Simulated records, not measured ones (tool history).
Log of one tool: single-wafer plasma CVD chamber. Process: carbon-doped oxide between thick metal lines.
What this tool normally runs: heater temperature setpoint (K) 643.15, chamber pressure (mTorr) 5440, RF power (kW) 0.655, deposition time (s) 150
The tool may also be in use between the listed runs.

run    hour  heater temperature setpoint (K)  chamber pressure (mTorr)  RF power (kW)  deposition time (s)  wafers since the last listed run  hours since the last thermocouple change  hours since the last RF generator calibration  hours since the last manometer calibration  hours since the showerhead was replaced  hours since the gauge calibration  read-back reference wafer on the same gauge, thickness_nm  mean film thickness on the monitor wafer (nm)
  1     0.0                           643.15                      5440          0.655                  150                                 0                                    2068.6                                          569.2                                      1301.4                                   5008.7                              813.8                                                    986.903                                        838.062
  2    38.3                           643.15                      5440          0.655                  150                               398                                    2106.9                                          607.5                                      1339.7                                   5047.0                              852.1                                                    987.605                                        835.303
  3   106.7                           643.15                      5440          0.655                  150                               710                                    2175.3                                          675.9                                      1408.1                                   5115.4                              920.5                                                    987.891                                        836.057
  4   136.4                           643.15                      5440          0.655                  150                               308                                    2205.0                                          705.6                                      1437.8                                   5145.1                              950.2                                                    986.655                                        827.295
  5   207.9                           643.15                      5440          0.655                  150                               743                                    2276.5                                          777.1                                      1509.3                                   5216.6                             1021.7                                                    989.483                                        837.288
      235.8  -- RF generator calibrated
  6   264.2                           643.15                      6270          0.655                  150                               501                                    2332.8                                           28.4                                      1565.6                                   5272.9                             1078.0                                                    987.817                                        874.545
      319.2  -- showerhead replaced
  7   319.7                           643.15                      6270          0.655                  150                               493                                    2388.3                                           83.9                                      1621.1                                      0.5                             1133.5                                                    987.128                                        869.353
  8   343.8                           643.15                      5440          0.655                  150                               250                                    2412.4                                          108.0                                      1645.2                                     24.6                             1157.6                                                    987.785                                        846.459
  9   368.3                           643.15                      5440          0.655                  150                               254                                    2436.9                                          132.5                                      1669.7                                     49.1                             1182.1                                                    988.387                                        853.791
      423.6  -- capacitance manometer re-zeroed and calibrated
 10   424.1                           643.15                      5440          0.655                  150                               496                                    2492.7                                          188.3                                         0.5                                    104.9                             1237.9                                                    989.316                                        846.698
 11   475.4                           643.15                      6460          0.655                  144                               533                                    2544.0                                          239.6                                        51.8                                    156.2                             1289.2                                                    988.735                                        822.762
      500.6  -- gauge calibrated
 12   511.5                           643.15                      6460          0.655                  144                               375                                    2580.1                                          275.7                                        87.9                                    192.3                               10.9                                                    987.901                                        825.869
 13   570.5                           643.15                      6340          0.655                  150                               613                                    2639.1                                          334.7                                       146.9                                    251.3                               69.9                                                    987.738                                        857.023
 14   621.5                           643.15                      5440          0.655                  150                               529                                    2690.1                                          385.7                                       197.9                                    302.3                              120.9                                                    988.833                                        843.581
 15   647.8                           643.15                      5440          0.655                  150                               273                                    2716.4                                          412.0                                       224.2                                    328.6                              147.2                                                    987.445                                        839.165
 16   687.9                           643.15                      5440          0.655                  150                               416                                    2756.5                                          452.1                                       264.3                                    368.7                              187.3                                                    987.038                                        838.239
 17   735.5                           650.15                      5440          0.580                  141                               494                                    2804.1                                          499.7                                       311.9                                    416.3                              234.9                                                    987.710                                        751.901
      766.6  -- thermocouple changed; heater temperature recalibrated
 18   797.8                           643.15                      5440          0.655                  150                               564                                      31.2                                          562.0                                       374.2                                    478.6                              297.2                                                    988.310                                        834.283
 19   827.5                           643.15                      5440          0.540                  150                               308                                      60.9                                          591.7                                       403.9                                    508.3                              326.9                                                    989.067                                        792.105
 20   851.8                           651.15                      5440          0.655                  150                               252                                      85.2                                          616.0                                       428.2                                    532.6                              351.2                                                    987.598                                        825.558
 21   879.8                           643.15                      5440          0.615                  150                               290                                     113.2                                          644.0                                       456.2                                    560.6                              379.2                                                    987.339                                        812.041
 22   908.6                           643.15                      5440          0.655                  150                               299                                     142.0                                          672.8                                       485.0                                    589.4                              408.0                                                    987.397                                        831.983
      968.0  -- RF generator calibrated
 23   968.5                           656.15                      5440          0.655                  150                               539                                     201.9                                            0.5                                       544.9                                    649.3                              467.9                                                    987.808                                        829.051
 24   991.0                           635.15                      6080          0.655                  150                               233                                     224.4                                           23.0                                       567.4                                    671.8                              490.4                                                    987.686                                        880.540
 25  1060.0                           643.15                      5440          0.655                  150                               717                                     293.4                                           92.0                                       636.4                                    740.8                              559.4                                                    988.423                                        843.156
 26  1085.8                           643.15                      4300          0.780                  150                               268                                     319.2                                          117.8                                       662.2                                    766.6                              585.2                                                    988.159                                        868.047
 27  1139.0                           643.15                      5440          0.615                  125                               552                                     372.4                                          171.0                                       715.4                                    819.8                              638.4                                                    988.283                                        690.241
 28  1198.2                           643.15                      5440          0.655                  150                               615                                     431.6                                          230.2                                       774.6                                    879.0                              697.6                                                    988.977                                        851.576

Consider 4 possible next runs. They are alternatives, not a sequence: every one starts from the tool as it was left by run 28. What does each give?
  A  1198.6                           643.15                      6590          0.655                  150                                 4                                     432.0                                          230.6                                       775.0                                    879.4                              698.0                                                          ?                                              ?
  B  1198.6                           643.15                      5440          0.655                  170                                 4                                     432.0                                          230.6                                       775.0                                    879.4                              698.0                                                          ?                                              ?
  C  1198.6                           643.15                      4170          0.555                  150                                 4                                     432.0                                          230.6                                       775.0                                    879.4                              698.0                                                          ?                                              ?
  D  1198.6                           643.15                      4990          0.655                  172                                 4                                     432.0                                          230.6                                       775.0                                    879.4                              698.0                                                          ?                                              ?

run  read-back reference wafer on the same gauge, thickness_nm  mean film thickness on the monitor wafer (nm)
  A                                                    986.815                                        866.094
  B                                                    986.815                                        960.419
  C                                                    986.815                                        777.366
  D                                                    986.815                                        959.791
Without the tool's unlogged condition, the same runs would have read:
run  mean film thickness on the monitor wafer (nm)
  A                                        874.636
  B                                        969.891
  C                                        785.135
  D                                        969.256
